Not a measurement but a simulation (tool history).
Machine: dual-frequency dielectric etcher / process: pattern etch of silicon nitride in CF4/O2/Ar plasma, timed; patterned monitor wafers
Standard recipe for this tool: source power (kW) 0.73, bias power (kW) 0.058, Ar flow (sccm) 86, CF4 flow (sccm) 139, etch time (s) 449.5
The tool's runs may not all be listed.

run,hour,source power (kW),bias power (kW),Ar flow (sccm),CF4 flow (sccm),etch time (s),wafers since the last listed run,hours since the last wet clean,hours since the last source power generator calibration,hours since the last bias power generator calibration,hours since the last Ar flow controller change,hours since the last CF4 flow controller change,hours since the last upper electrode change,hours since the gauge calibration,"read-back reference wafer on the same gauge, depth_nm",mean etch depth across the wafer (Å)
1,0,0.67,0.058,67,139,407.5,0,370.1,451,564.5,3270.8,11.1,735.7,3805.1,1505,11780
2,41.2,0.73,0.067,86,139,449.5,157,411.3,492.2,605.7,3312,52.3,776.9,3846.3,1501.3,14821
# hour 89.7: bias power generator calibrated, repeated, since the last time left the tool worse
3,90.2,0.73,0.054,86,129,449.5,172,460.3,541.2,0.5,3361,101.3,825.9,3895.3,1501,13556
4,144.8,0.73,0.058,86,139,504.5,209,514.9,595.8,55.1,3415.6,155.9,880.5,3949.9,1500.1,15849
5,216.6,0.73,0.058,86,139,571,275,586.7,667.6,126.9,3487.4,227.7,952.3,4021.7,1499.1,17899
# hour 218.6: gauge calibrated
# hour 266.1: wet clean of the chamber
6,288.3,0.73,0.058,86,109,449.5,182,22.2,739.3,198.6,3559.1,299.4,1024,69.7,1498.4,13805
# hour 309.3: Ar flow controller replaced
7,365.1,0.56,0.058,86,149,449.5,271,99,816.1,275.4,55.8,376.2,1100.8,146.5,1498.4,11794
8,406.9,0.73,0.072,105,139,449.5,160,140.8,857.9,317.2,97.6,418,1142.6,188.3,1498.7,15614
9,468,0.73,0.058,73,128,449.5,234,201.9,919,378.3,158.7,479.1,1203.7,249.4,1504.5,14271
10,545.6,0.73,0.046,86,139,347,297,279.5,996.6,455.9,236.3,556.7,1281.3,327,1497.6,9532
11,650.4,0.73,0.058,86,139,449.5,401,384.3,1101.4,560.7,341.1,661.5,1386.1,431.8,1502.7,14060
12,691.7,0.83,0.058,86,139,449.5,158,425.6,1142.7,602,382.4,702.8,1427.4,473.1,1503.8,15605
13,753.1,0.64,0.058,65,151,449.5,235,487,1204.1,663.4,443.8,764.2,1488.8,534.5,1503.4,13305
14,847.9,0.88,0.063,86,139,403.5,363,581.8,1298.9,758.2,538.6,859,1583.6,629.3,1498.5,15332
# hour 874.8: wet clean of the chamber
15,1046.6,0.73,0.058,86,139,449.5,669,171.8,1497.6,956.9,737.3,1057.7,1782.3,828,1497.3,14184
16,1118.3,0.73,0.058,86,127,449.5,274,243.5,1569.3,1028.6,809,1129.4,1854,899.7,1504.6,14067
17,1175.6,0.73,0.058,86,139,449.5,219,300.8,1626.6,1085.9,866.3,1186.7,1911.3,957,1499.7,14198
18,1244.8,0.73,0.053,99,163,449.5,265,370,1695.8,1155.1,935.5,1255.9,1980.5,1026.2,1498.9,13481
19,1323.2,0.73,0.067,72,139,449.5,300,448.4,1774.2,1233.5,1013.9,1334.3,2058.9,1104.6,1499.5,15681

Estimate the outcome of run 20 from the log above:
20,1408.6,0.89,0.058,86,139,449.5,327,533.8,1859.6,1318.9,1099.3,1419.7,2144.3,1190,?,?

read-back reference wafer on the same gauge, depth_nm: 1498.9
mean etch depth across the wafer (Å): 16535
With the hidden condition absent and the run-to-run variation left alone, this run would have shown mean etch depth across the wafer (Å) 16219.
